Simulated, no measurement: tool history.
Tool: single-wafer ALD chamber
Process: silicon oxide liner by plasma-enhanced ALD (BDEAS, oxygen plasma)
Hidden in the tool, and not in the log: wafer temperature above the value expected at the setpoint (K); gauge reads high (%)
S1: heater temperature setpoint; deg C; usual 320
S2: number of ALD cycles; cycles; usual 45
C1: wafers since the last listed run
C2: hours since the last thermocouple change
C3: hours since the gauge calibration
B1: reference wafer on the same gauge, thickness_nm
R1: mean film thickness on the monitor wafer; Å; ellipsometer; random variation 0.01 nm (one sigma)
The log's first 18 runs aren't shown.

{"hour": 843.1, "done": "gauge calibrated"}
{"hour": 866.3, "done": "thermocouple changed; heater temperature recalibrated"}
{"run": 19, "hour": 866.8, "S1": 311, "S2": 40, "C1": 209, "C2": 0.5, "C3": 23.7, "B1": 4.23, "R1": 36.03}
{"run": 20, "hour": 913.2, "S1": 329, "S2": 39, "C1": 309, "C2": 46.9, "C3": 70.1, "B1": 4.227, "R1": 34.28}
{"run": 21, "hour": 965.4, "S1": 306, "S2": 52, "C1": 348, "C2": 99.1, "C3": 122.3, "B1": 4.225, "R1": 47.17}
{"run": 22, "hour": 1008.7, "S1": 313, "S2": 51, "C1": 289, "C2": 142.4, "C3": 165.6, "B1": 4.227, "R1": 45.91}
{"run": 23, "hour": 1069.1, "S1": 320, "S2": 49, "C1": 403, "C2": 202.8, "C3": 226.0, "B1": 4.225, "R1": 43.82}
{"run": 24, "hour": 1119.8, "S1": 320, "S2": 45, "C1": 338, "C2": 253.5, "C3": 276.7, "B1": 4.231, "R1": 40.0}
{"run": 25, "hour": 1176.6, "S1": 320, "S2": 40, "C1": 379, "C2": 310.3, "C3": 333.5, "B1": 4.228, "R1": 35.69}
{"run": 26, "hour": 1219.3, "S1": 320, "S2": 51, "C1": 285, "C2": 353.0, "C3": 376.2, "B1": 4.227, "R1": 45.68}
{"run": 27, "hour": 1252.8, "S1": 331, "S2": 45, "C1": 223, "C2": 386.5, "C3": 409.7, "B1": 4.232, "R1": 39.52}
{"run": 28, "hour": 1318.1, "S1": 320, "S2": 45, "C1": 435, "C2": 451.8, "C3": 475.0, "B1": 4.23, "R1": 40.14}
{"run": 29, "hour": 1381.7, "S1": 330, "S2": 41, "C1": 424, "C2": 515.4, "C3": 538.6, "B1": 4.225, "R1": 36.09}
{"run": 30, "hour": 1418.7, "S1": 320, "S2": 45, "C1": 247, "C2": 552.4, "C3": 575.6, "B1": 4.232, "R1": 40.1}
{"run": 31, "hour": 1473.3, "S1": 309, "S2": 52, "C1": 364, "C2": 607.0, "C3": 630.2, "B1": 4.229, "R1": 46.96}
{"run": 32, "hour": 1499.0, "S1": 329, "S2": 54, "C1": 171, "C2": 632.7, "C3": 655.9, "B1": 4.232, "R1": 47.7}
{"run": 33, "hour": 1556.1, "S1": 320, "S2": 43, "C1": 381, "C2": 689.8, "C3": 713.0, "B1": 4.231, "R1": 38.33}
{"run": 34, "hour": 1613.1, "S1": 313, "S2": 39, "C1": 380, "C2": 746.8, "C3": 770.0, "B1": 4.232, "R1": 35.26}

5 ways to go on from here, each from the tool as it stands after run 34. What would each give?
{"run": "A", "hour": 1613.6, "S1": 320, "S2": 38, "C1": 3, "C2": 747.3, "C3": 770.5, "B1": "?", "R1": "?"}
{"run": "B", "hour": 1613.6, "S1": 327, "S2": 41, "C1": 3, "C2": 747.3, "C3": 770.5, "B1": "?", "R1": "?"}
{"run": "C", "hour": 1613.6, "S1": 314, "S2": 37, "C1": 3, "C2": 747.3, "C3": 770.5, "B1": "?", "R1": "?"}
{"run": "D", "hour": 1613.6, "S1": 334, "S2": 41, "C1": 3, "C2": 747.3, "C3": 770.5, "B1": "?", "R1": "?"}
{"run": "E", "hour": 1613.6, "S1": 326, "S2": 47, "C1": 3, "C2": 747.3, "C3": 770.5, "B1": "?", "R1": "?"}

run=A B1=4.231 R1=34.06
run=B B1=4.231 R1=36.42
run=C B1=4.231 R1=33.41
run=D B1=4.231 R1=36.10
run=E B1=4.231 R1=41.80
Without the tool's hidden state the same runs would have given:
run=A R1=34.06
run=B R1=36.42
run=C R1=33.41
run=D R1=36.10
run=E R1=41.80
